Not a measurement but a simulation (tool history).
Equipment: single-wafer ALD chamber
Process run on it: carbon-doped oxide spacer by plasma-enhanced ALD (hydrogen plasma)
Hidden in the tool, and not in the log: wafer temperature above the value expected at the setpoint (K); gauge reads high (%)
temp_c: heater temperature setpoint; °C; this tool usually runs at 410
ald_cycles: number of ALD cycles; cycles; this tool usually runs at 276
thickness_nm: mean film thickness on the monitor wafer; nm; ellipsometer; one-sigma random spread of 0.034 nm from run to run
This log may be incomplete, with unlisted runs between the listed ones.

run     day  temp_c  ald_cycles  wafers since the last listed run  hours since the last thermocouple change  hours since the gauge calibration  read-back reference wafer on the same gauge, thickness_nm  thickness_nm
  1       0     410         276                                 0                                    1248.8                               26.2                                                     16.209        13.456
  2   0.396     410         276                                16                                    1258.3                               35.7                                                     16.188        13.502
  3   0.962     410         276                                23                                    1271.9                               49.3                                                       16.2        13.478
  4   1.538     410         276                                24                                    1285.7                               63.1                                                     16.191        13.516
  5   1.829     410         276                                12                                    1292.7                               70.1                                                     16.221        13.595
  6   2.283     407         276                                19                                    1303.6                                 81                                                     16.198        13.581
  7   3.012     410         276                                30                                    1321.1                               98.5                                                     16.192        13.583
  8   3.738     410         245                                30                                    1338.5                              115.9                                                     16.201        12.022
  9   4.133     410         276                                16                                      1348                              125.4                                                     16.218        13.533
 10   4.562     410         276                                18                                    1358.3                              135.7                                                     16.203         13.55
 11   5.275     410         276                                29                                    1375.4                              152.8                                                     16.195        13.559
 12   5.912     410         276                                26                                    1390.7                              168.1                                                     16.188        13.555
 13   6.592     410         276                                28                                      1407                              184.4                                                     16.207        13.543
 14   7.046     410         276                                19                                    1417.9                              195.3                                                     16.208        13.551
 15   7.362     404         276                                13                                    1425.5                              202.9                                                     16.208        13.716
 16     7.8     410         276                                18                                      1436                              213.4                                                     16.203        13.544
 17   8.529     410         276                                30                                    1453.5                              230.9                                                     16.202        13.536
 18    10.1     410         276                                65                                    1491.2                              268.6                                                     16.204        13.546
     10.783  -- thermocouple changed; heater temperature recalibrated
 19  10.804     417         308                                15                                       0.5                              285.5                                                     16.198        14.761
 20  10.875     410         234                                 2                                       2.2                              287.2                                                     16.195        11.458
     10.992  -- gauge calibrated
 21  11.554     410         276                                28                                      18.5                               13.5                                                     16.207        13.486
 22  12.221     410         276                                27                                      34.5                               29.5                                                      16.21        13.517
 23  12.921     410         295                                29                                      51.3                               46.3                                                     16.208        14.461
 24  13.508     405         299                                24                                      65.4                               60.4                                                     16.195        14.854
 25  13.883     410         313                                15                                      74.4                               69.4                                                     16.198         15.32
 26  14.158     410         235                                11                                        81                                 76                                                     16.195        11.468
 27  14.604     424         242                                18                                      91.7                               86.7                                                     16.205        11.343
 28  14.983     417         231                                15                                     100.8                               95.8                                                     16.189        11.135
 29  15.712     410         316                                30                                     118.3                              113.3                                                     16.212        15.498
 30    16.4     425         231                                28                                     134.8                              129.8                                                      16.21        10.767
 31   16.65     410         276                                10                                     140.8                              135.8                                                     16.214        13.556
 32  17.867     424         242                                51                                       170                                165                                                     16.192        11.364
 33  18.579     410         276                                29                                     187.1                              182.1                                                     16.192        13.553
 34  19.708     400         299                                47                                     214.2                              209.2                                                     16.192        15.095
 35  20.088     410         276                                15                                     223.3                              218.3                                                     16.204        13.605

Alternative continuations, all from the tool just after run 35; predict every row:
  A  20.121     410         276                                 1                                     224.1                              219.1                                                          ?             ?
  B  20.121     418         291                                 1                                     224.1                              219.1                                                          ?             ?
  C  20.121     418         276                                 1                                     224.1                              219.1                                                          ?             ?

run  read-back reference wafer on the same gauge, thickness_nm  thickness_nm
  A                                                     16.177        13.525
  B                                                     16.177        13.913
  C                                                     16.177        13.196
With the hidden condition removed and each run's random variation left untouched, the same runs would have given:
run  thickness_nm
  A        13.525
  B        13.913
  C        13.196
